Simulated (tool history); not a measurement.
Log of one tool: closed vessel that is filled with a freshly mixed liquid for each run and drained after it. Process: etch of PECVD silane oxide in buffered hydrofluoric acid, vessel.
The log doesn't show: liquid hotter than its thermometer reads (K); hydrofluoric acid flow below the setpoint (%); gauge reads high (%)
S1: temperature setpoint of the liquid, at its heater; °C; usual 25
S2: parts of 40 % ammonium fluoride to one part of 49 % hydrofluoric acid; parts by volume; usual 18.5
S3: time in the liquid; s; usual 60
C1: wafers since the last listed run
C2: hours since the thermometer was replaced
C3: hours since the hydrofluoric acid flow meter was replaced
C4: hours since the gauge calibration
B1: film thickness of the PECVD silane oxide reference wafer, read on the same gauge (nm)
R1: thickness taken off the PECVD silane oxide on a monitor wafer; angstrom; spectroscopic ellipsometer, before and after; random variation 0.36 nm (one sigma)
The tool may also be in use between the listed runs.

run,hour,S1,S2,S3,C1,C2,C3,C4,B1,R1
1,0,28,18.5,60,0,521.5,1987.1,65.8,120,780.2
2,17.3,28,18.5,60,1774,538.8,2004.4,83.1,120.02,790
3,29.8,27.5,18.5,60,1282,551.3,2016.9,95.6,120,761.7
4,38.5,25,18.5,60,892,560,2025.6,104.3,120.01,673.5
5,56.5,25,18.5,60,1846,578,2043.6,122.3,120,669.5
6,70,25,18.5,60,1384,591.5,2057.1,135.8,120.01,672.4
7,78.8,25,18.5,85,902,600.3,2065.9,144.6,120.01,956.7
8,111.6,25,18.5,60,3364,633.1,2098.7,177.4,119.99,673.6
# hour 127.5: hydrofluoric acid flow meter replaced
9,128,25,18.5,60,1579,649.5,0.5,193.8,120,673.7
10,143.3,25,18.5,60,1569,664.8,15.8,209.1,119.98,679.6
11,159.3,25,18.5,60,1641,680.8,31.8,225.1,119.99,680.1
12,170.3,25,18.5,60,1128,691.8,42.8,236.1,119.98,678
13,181.8,23,18.5,90,1179,703.3,54.3,247.6,119.99,917.3
14,199.5,26.5,22,95,1815,721,72,265.3,119.99,1007.4
15,216.5,25,18.5,60,1744,738,89,282.3,120.02,687.3
16,229.8,29,26,40,1364,751.3,102.3,295.6,120,432.1
17,239.2,22,21,40,964,760.7,111.7,305,120,345.9
# hour 240.4: thermometer replaced
18,246.3,29.5,11.5,30,625,5.9,118.8,312.1,120.01,640.8
# hour 250.5: gauge calibrated
19,261.7,29.5,15.5,35,1579,21.3,134.2,11.2,120,562.1
20,273,21,22.5,60,1159,32.6,145.5,22.5,119.99,436.6
21,285,25,18.5,70,1231,44.6,157.5,34.5,120,754.1
22,301.1,25,18.5,60,1651,60.7,173.6,50.6,120.01,634.8
23,312.9,20,18.5,75,1210,72.5,185.4,62.4,120.01,604
24,320.9,25,18.5,60,820,80.5,193.4,70.4,120.01,643.7

5 ways to go on from here, each from the tool as it stands after run 24. What would each give?
A,321.6,25,18.5,60,71,81.2,194.1,71.1,?,?
B,321.6,20,25.5,30,71,81.2,194.1,71.1,?,?
C,321.6,26.5,23.5,60,71,81.2,194.1,71.1,?,?
D,321.6,25,18.5,40,71,81.2,194.1,71.1,?,?
E,321.6,29.5,22.5,60,71,81.2,194.1,71.1,?,?

run,B1,R1
A,119.99,643.9
B,119.99,191.3
C,119.99,578.9
D,119.99,429.3
E,119.99,700.2
Without the tool's hidden state the same runs would have given:
run,R1
A,637.3
B,189.3
C,573
D,424.8
E,693.1
